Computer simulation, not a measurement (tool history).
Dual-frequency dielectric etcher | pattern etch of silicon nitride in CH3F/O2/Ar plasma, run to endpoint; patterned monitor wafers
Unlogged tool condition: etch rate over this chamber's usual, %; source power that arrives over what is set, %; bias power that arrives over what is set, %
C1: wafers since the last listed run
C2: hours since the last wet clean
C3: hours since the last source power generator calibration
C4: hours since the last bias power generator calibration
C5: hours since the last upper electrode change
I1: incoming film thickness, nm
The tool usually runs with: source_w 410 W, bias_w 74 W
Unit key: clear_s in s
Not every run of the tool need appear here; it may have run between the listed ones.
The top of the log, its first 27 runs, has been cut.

Run 28, day 80.633: usual settings but source_w 350 W, bias_w 58 W; C1 796; C2 304.7; C3 1172.7; C4 1285.8; C5 176.2; I1 31.23. Result: clear_s 53.9 s.
Run 29, day 85.071: usual settings but bias_w 88 W; C1 1766; C2 411.2; C3 1279.2; C4 1392.3; C5 282.7; I1 31.35. Result: clear_s 41.4 s.
Run 30, day 87.129: usual settings but source_w 350 W, bias_w 56 W; C1 819; C2 460.6; C3 1328.6; C4 1441.7; C5 332.1; I1 31.12. Result: clear_s 54.6 s.
Run 31, day 89.271: usual settings but source_w 440 W; C1 852; C2 512; C3 1380; C4 1493.1; C5 383.5; I1 31.26. Result: clear_s 42.5 s.
At day 93.354: wet clean of the chamber.
Run 32, day 93.375: usual settings but source_w 450 W; C1 1235; C2 0.5; C3 1478.5; C4 1591.6; C5 482; I1 31.07. Result: clear_s 41.8 s.
Run 33, day 95.167: usual settings but source_w 480 W, bias_w 66 W; C1 713; C2 43.5; C3 1521.5; C4 1634.6; C5 525; I1 31.36. Result: clear_s 43.2 s.
Run 34, day 97.858: usual settings but source_w 380 W, bias_w 81 W; C1 1071; C2 108.1; C3 1586.1; C4 1699.2; C5 589.6; I1 30.96. Result: clear_s 44.2 s.
Run 35, day 100.333: usual settings but source_w 380 W, bias_w 86 W; C1 985; C2 167.5; C3 1645.5; C4 1758.6; C5 649; I1 31.12. Result: clear_s 43.7 s.
Run 36, day 104.671: usual settings but source_w 460 W, bias_w 69 W; C1 1726; C2 271.6; C3 1749.6; C4 1862.7; C5 753.1; I1 31.41. Result: clear_s 43.4 s.

Here are 3 independent what-if runs from the current tool condition. What would each one return?
Run A, day 104.688: usual settings; C1 6; C2 272; C3 1750; C4 1863.1; C5 753.5; I1 31.08. Result: clear_s ?.
Run B, day 104.688: usual settings but source_w 490 W, bias_w 83 W; C1 6; C2 272; C3 1750; C4 1863.1; C5 753.5; I1 31.08. Result: clear_s ?.
Run C, day 104.688: usual settings but source_w 440 W, bias_w 88 W; C1 6; C2 272; C3 1750; C4 1863.1; C5 753.5; I1 31.08. Result: clear_s ?.

run  clear_s
  A     44.2
  B     38.3
  C     39.7
What these runs would have given with no unlogged condition in the tool:
run  clear_s
  A     42.9
  B     37.2
  C     38.5

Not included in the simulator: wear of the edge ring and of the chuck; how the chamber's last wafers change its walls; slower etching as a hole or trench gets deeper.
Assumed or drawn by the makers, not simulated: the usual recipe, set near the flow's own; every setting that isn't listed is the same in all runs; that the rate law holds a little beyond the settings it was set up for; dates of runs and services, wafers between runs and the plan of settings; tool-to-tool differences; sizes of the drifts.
